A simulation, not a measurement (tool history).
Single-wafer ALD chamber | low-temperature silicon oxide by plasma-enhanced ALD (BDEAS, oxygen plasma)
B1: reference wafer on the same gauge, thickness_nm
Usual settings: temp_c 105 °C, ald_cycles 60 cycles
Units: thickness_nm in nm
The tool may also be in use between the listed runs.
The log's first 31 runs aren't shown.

{"run": 32, "day": 36.8, "temp_c": 115, "ald_cycles": 63, "B1": 6.839, "thickness_nm": 8.421}
{"run": 33, "day": 38.271, "temp_c": 112, "ald_cycles": 54, "B1": 6.836, "thickness_nm": 7.293}
{"run": 34, "day": 39.038, "temp_c": 90, "ald_cycles": 67, "B1": 6.828, "thickness_nm": 9.667}
{"run": 35, "day": 39.575, "temp_c": 111, "ald_cycles": 50, "B1": 6.83, "thickness_nm": 6.747}
{"run": 36, "day": 40.471, "temp_c": 105, "ald_cycles": 63, "B1": 6.832, "thickness_nm": 8.572}
{"run": 37, "day": 41.204, "temp_c": 98, "ald_cycles": 52, "B1": 6.831, "thickness_nm": 7.229}
{"run": 38, "day": 42.667, "temp_c": 100, "ald_cycles": 55, "B1": 6.833, "thickness_nm": 7.612}
{"run": 39, "day": 44.15, "temp_c": 105, "ald_cycles": 60, "B1": 6.831, "thickness_nm": 8.179}
{"run": 40, "day": 45.054, "temp_c": 113, "ald_cycles": 71, "B1": 6.839, "thickness_nm": 9.546}
{"run": 41, "day": 45.608, "temp_c": 105, "ald_cycles": 60, "B1": 6.825, "thickness_nm": 8.178}

Forecast each of these 5 alternatives for the next run:
{"run": "A", "day": 45.629, "temp_c": 105, "ald_cycles": 60, "B1": "?", "thickness_nm": "?"}
{"run": "B", "day": 45.629, "temp_c": 97, "ald_cycles": 67, "B1": "?", "thickness_nm": "?"}
{"run": "C", "day": 45.629, "temp_c": 115, "ald_cycles": 50, "B1": "?", "thickness_nm": "?"}
{"run": "D", "day": 45.629, "temp_c": 95, "ald_cycles": 60, "B1": "?", "thickness_nm": "?"}
{"run": "E", "day": 45.629, "temp_c": 105, "ald_cycles": 69, "B1": "?", "thickness_nm": "?"}

run=A B1=6.838 thickness_nm=8.216
run=B B1=6.838 thickness_nm=9.381
run=C B1=6.838 thickness_nm=6.704
run=D B1=6.838 thickness_nm=8.469
run=E B1=6.838 thickness_nm=9.449
Without the tool's hidden state the same runs would have given:
run=A thickness_nm=8.23
run=B thickness_nm=9.412
run=C thickness_nm=6.716
run=D thickness_nm=8.497
run=E thickness_nm=9.465
